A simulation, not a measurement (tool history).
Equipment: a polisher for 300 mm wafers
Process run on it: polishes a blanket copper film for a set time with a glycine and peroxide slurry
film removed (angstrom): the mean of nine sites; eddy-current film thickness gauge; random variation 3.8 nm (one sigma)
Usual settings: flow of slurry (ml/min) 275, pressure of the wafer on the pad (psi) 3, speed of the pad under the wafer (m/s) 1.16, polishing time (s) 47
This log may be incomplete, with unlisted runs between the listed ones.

run	hour	flow of slurry (ml/min)	pressure of the wafer on the pad (psi)	speed of the pad under the wafer (m/s)	polishing time (s)	incoming thickness of the incoming film, nm	film removed (angstrom)
1	0	275	3	1.16	47	1015.7	3082
2	34.6	275	3	1.16	47	1016.2	3079
# hour 53: worn pad replaced by a new one
3	54.5	350	3	1.16	47	1009.5	3431
4	81.7	350	3	1.16	47	1022.1	3342
5	114.1	350	3	1.16	47	1011	3214
6	133.2	275	3	1.16	47	1013.8	3087
7	154.7	275	3	1.16	47	1007.7	3074
8	171.8	275	3	1.16	47	1033.1	3045
9	198.5	275	3	1.04	47	1022.8	2853
10	224.7	275	3	1.04	47	1017.2	2870
# hour 231.6: worn pad replaced by a new one
11	254.3	275	3	1.16	47	1009.7	3276
12	272.4	275	3	1.16	47	1029.4	3213
13	303	275	3	1.16	47	1015.4	3148
14	323.8	275	3	1.16	47	1008.7	3055
# hour 326.9: slurry nozzle cleaned
15	354.1	275	3.9	1.16	47	1014.6	3916
16	374.1	230	2.3	0.9	35	1010.6	1577
17	397	355	3.4	1.46	33	999.6	2799
18	411.2	365	3.4	1.16	43	1036.9	3175
# hour 419.2: worn pad replaced by a new one
19	426	275	3	1.16	47	1030.2	3293

Run 20 has not been measured yet. What should we expect?
20	453.1	275	2.7	1.16	36	1022.9	?

{"run 20": {"film removed (angstrom)": 2307}}
Without the tool's hidden state the same run would have given film removed (angstrom) 2671.

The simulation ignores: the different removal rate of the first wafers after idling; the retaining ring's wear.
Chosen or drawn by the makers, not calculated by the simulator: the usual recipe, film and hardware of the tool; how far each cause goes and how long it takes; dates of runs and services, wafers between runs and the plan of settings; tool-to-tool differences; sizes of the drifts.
